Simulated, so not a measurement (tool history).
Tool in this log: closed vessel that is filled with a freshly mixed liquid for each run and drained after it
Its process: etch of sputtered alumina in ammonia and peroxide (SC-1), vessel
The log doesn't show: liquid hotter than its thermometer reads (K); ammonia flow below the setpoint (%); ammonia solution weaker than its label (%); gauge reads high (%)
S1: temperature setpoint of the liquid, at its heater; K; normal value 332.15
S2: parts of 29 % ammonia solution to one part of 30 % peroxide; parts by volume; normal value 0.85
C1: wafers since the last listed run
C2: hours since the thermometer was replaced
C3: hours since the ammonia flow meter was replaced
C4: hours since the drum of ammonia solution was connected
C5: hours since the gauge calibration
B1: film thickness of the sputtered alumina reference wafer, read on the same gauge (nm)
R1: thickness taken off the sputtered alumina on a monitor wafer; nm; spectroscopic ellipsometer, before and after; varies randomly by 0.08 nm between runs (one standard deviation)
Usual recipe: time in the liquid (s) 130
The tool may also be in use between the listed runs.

Run 1, hour 0: usual settings; C1 0; C2 492.6; C3 2014.1; C4 1024.1; C5 1256; B1 63.01. Result: R1 12.29 nm.
Run 2, hour 22.3: usual settings; C1 2459; C2 514.9; C3 2036.4; C4 1046.4; C5 1278.3; B1 63.16. Result: R1 12.36 nm.
At hour 27.5: ammonia flow meter replaced.
Run 3, hour 36: usual settings but S2 1.1 parts by volume; C1 1400; C2 528.6; C3 8.5; C4 1060.1; C5 1292; B1 63.23. Result: R1 12.71 nm.
Run 4, hour 50.4: usual settings but S2 1.1 parts by volume; C1 1588; C2 543; C3 22.9; C4 1074.5; C5 1306.4; B1 63.23. Result: R1 12.84 nm.
At hour 62: gauge calibrated.
Run 5, hour 69.8: usual settings but time in the liquid (s) 75; C1 2139; C2 562.4; C3 42.3; C4 1093.9; C5 7.8; B1 60.1. Result: R1 6.72 nm.
At hour 78.2: new drum of ammonia solution connected.
Run 6, hour 85.4: usual settings but time in the liquid (s) 75; C1 1610; C2 578; C3 57.9; C4 7.2; C5 23.4; B1 60.06. Result: R1 6.78 nm.
Run 7, hour 111.2: usual settings but S1 339.65 K; C1 2845; C2 603.8; C3 83.7; C4 33; C5 49.2; B1 60.09. Result: R1 17.2 nm.
Run 8, hour 134.3: usual settings; C1 2547; C2 626.9; C3 106.8; C4 56.1; C5 72.3; B1 60.07. Result: R1 11.69 nm.
Run 9, hour 154.9: usual settings but S2 0.55 parts by volume, time in the liquid (s) 50; C1 2271; C2 647.5; C3 127.4; C4 76.7; C5 92.9; B1 60.03. Result: R1 4.29 nm.
At hour 181.2: thermometer replaced.
Run 10, hour 188.2: usual settings but S1 341.15 K, S2 1.2 parts by volume, time in the liquid (s) 200; C1 3562; C2 7; C3 160.7; C4 110; C5 126.2; B1 60.06. Result: R1 28.92 nm.
Run 11, hour 220.9: usual settings but S1 338.15 K, S2 0.45 parts by volume, time in the liquid (s) 100; C1 3606; C2 39.7; C3 193.4; C4 142.7; C5 158.9; B1 60.11. Result: R1 11.6 nm.
Run 12, hour 247.4: usual settings; C1 2922; C2 66.2; C3 219.9; C4 169.2; C5 185.4; B1 60.11. Result: R1 11.76 nm.
Run 13, hour 264.8: usual settings but S1 341.15 K, S2 1.15 parts by volume, time in the liquid (s) 200; C1 1919; C2 83.6; C3 237.3; C4 186.6; C5 202.8; B1 60.1. Result: R1 29.04 nm.
Run 14, hour 283.5: usual settings but S2 1.1 parts by volume, time in the liquid (s) 165; C1 2062; C2 102.3; C3 256; C4 205.3; C5 221.5; B1 60.13. Result: R1 15.38 nm.
Run 15, hour 295.6: usual settings but S2 0.95 parts by volume; C1 1334; C2 114.4; C3 268.1; C4 217.4; C5 233.6; B1 60.13. Result: R1 11.81 nm.
Run 16, hour 307.7: usual settings; C1 1334; C2 126.5; C3 280.2; C4 229.5; C5 245.7; B1 60.22. Result: R1 11.77 nm.
Run 17, hour 329.2: usual settings; C1 2371; C2 148; C3 301.7; C4 251; C5 267.2; B1 60.19. Result: R1 11.67 nm.
Run 18, hour 344.2: usual settings but S1 328.15 K, time in the liquid (s) 100; C1 1654; C2 163; C3 316.7; C4 266; C5 282.2; B1 60.24. Result: R1 7.37 nm.
Run 19, hour 371.7: usual settings but S2 1.2 parts by volume, time in the liquid (s) 200; C1 3032; C2 190.5; C3 344.2; C4 293.5; C5 309.7; B1 60.21. Result: R1 18.74 nm.

What will run 20 give?
Run 20, hour 401.6: usual settings but S2 0.55 parts by volume; C1 3297; C2 220.4; C3 374.1; C4 323.4; C5 339.6; B1 ?. Result: R1 ?.

For run 20 the tool returned B1 60.27, R1 11.27 nm.
Had the tool carried no hidden state, the very same run would have given R1 11.22 nm.
